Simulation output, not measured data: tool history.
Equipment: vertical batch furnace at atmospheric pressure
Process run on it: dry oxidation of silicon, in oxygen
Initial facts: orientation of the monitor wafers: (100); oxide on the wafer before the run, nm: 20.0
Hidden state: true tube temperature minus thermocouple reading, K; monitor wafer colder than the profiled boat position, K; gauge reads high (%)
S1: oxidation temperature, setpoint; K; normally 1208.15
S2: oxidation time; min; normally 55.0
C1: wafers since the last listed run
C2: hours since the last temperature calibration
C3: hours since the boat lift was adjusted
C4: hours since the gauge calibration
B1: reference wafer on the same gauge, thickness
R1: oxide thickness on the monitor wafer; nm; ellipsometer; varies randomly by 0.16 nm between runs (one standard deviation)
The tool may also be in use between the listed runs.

run     day       S1    S2    C1      C2      C3      C4     B1     R1
  1   0.000  1208.15  69.5     0  2478.7  1479.0   962.5  37.80  38.75
  2   3.267  1208.15  69.5  1010  2557.1  1557.4  1040.9  37.81  38.68
  3   8.188  1208.15  69.5  1521  2675.2  1675.5  1159.0  37.82  38.65
  4  11.675  1208.15  67.0  1078  2758.9  1759.2  1242.7  37.75  37.93
  5  13.596  1208.15  71.5   593  2805.0  1805.3  1288.8  37.82  39.12
  6  15.142  1217.15  76.5   477  2842.1  1842.4  1325.9  37.82  43.02
  7  17.183  1208.15  55.0   631  2891.1  1891.4  1374.9  37.82  34.96
  8  21.054  1208.15  55.0  1196  2984.0  1984.3  1467.8  37.81  34.99
  9  22.721  1208.15  55.0   515  3024.0  2024.3  1507.8  37.72  34.59
 10  27.188  1208.15  55.0  1381  3131.2  2131.5  1615.0  37.92  34.58
 11  28.929  1208.15  55.0   538  3173.0  2173.3  1656.8  37.80  34.74
     30.267  -- boat lift adjusted
 12  31.429  1208.15  55.0   463  3233.0    27.9  1716.8  37.77  35.51
 13  34.371  1208.15  55.0   909  3303.6    98.5  1787.4  37.83  35.22
     35.700  -- gauge calibrated
 14  36.796  1208.15  55.0   749  3361.8   156.7    26.3  37.80  35.61
 15  40.538  1208.15  55.0  1156  3451.6   246.5   116.1  37.76  34.98
 16  44.196  1219.15  81.5  1131  3539.4   334.3   203.9  37.76  45.48
 17  46.379  1208.15  55.0   675  3591.8   386.7   256.3  37.86  35.50
 18  48.592  1230.15  36.5   684  3644.9   439.8   309.4  37.77  33.93
 19  50.229  1198.15  29.5   506  3684.2   479.1   348.7  37.76  27.34
     52.183  -- thermocouples replaced and temperature profile calibrated
 20  54.242  1208.15  55.0   931    49.4   575.4   445.0  37.78  34.98
 21  57.333  1191.15  42.5   955   123.6   649.6   519.2  37.76  29.60
 22  59.233  1231.15  55.0   587   169.2   695.2   564.8  37.70  40.55
 23  63.646  1231.15  77.5  1364   275.1   801.1   670.7  37.85  47.51
 24  65.933  1208.15  55.0   707   330.0   856.0   725.6  37.78  35.01
 25  69.583  1208.15  55.0  1128   417.6   943.6   813.2  37.76  35.30
 26  73.400  1219.15  76.5  1180   509.2  1035.2   904.8  37.82  43.79
 27  76.062  1208.15  55.0   823   573.1  1099.1   968.7  37.84  35.03
 28  77.850  1208.15  55.0   552   616.0  1142.0  1011.6  37.77  34.97
 29  90.683  1229.15  30.5  3967   924.0  1450.0  1319.6  37.77  31.65
 30  93.542  1220.15  30.0   883   992.6  1518.6  1388.2  37.83  30.11

Here are 4 independent what-if runs from the current tool condition. What would each one return?
  A  93.742  1208.15  55.0  61  997.4  1523.4  1393.0   ?   ?
  B  93.742  1208.15  35.5  61  997.4  1523.4  1393.0   ?   ?
  C  93.742  1191.15  31.0  61  997.4  1523.4  1393.0   ?   ?
  D  93.742  1224.15  40.5  61  997.4  1523.4  1393.0   ?   ?

run     B1     R1
  A  37.81  35.29
  B  37.81  30.18
  C  37.81  27.07
  D  37.81  34.21
With no hidden state in the tool, these same runs would have given:
run     R1
  A  35.97
  B  30.65
  C  27.41
  D  34.81
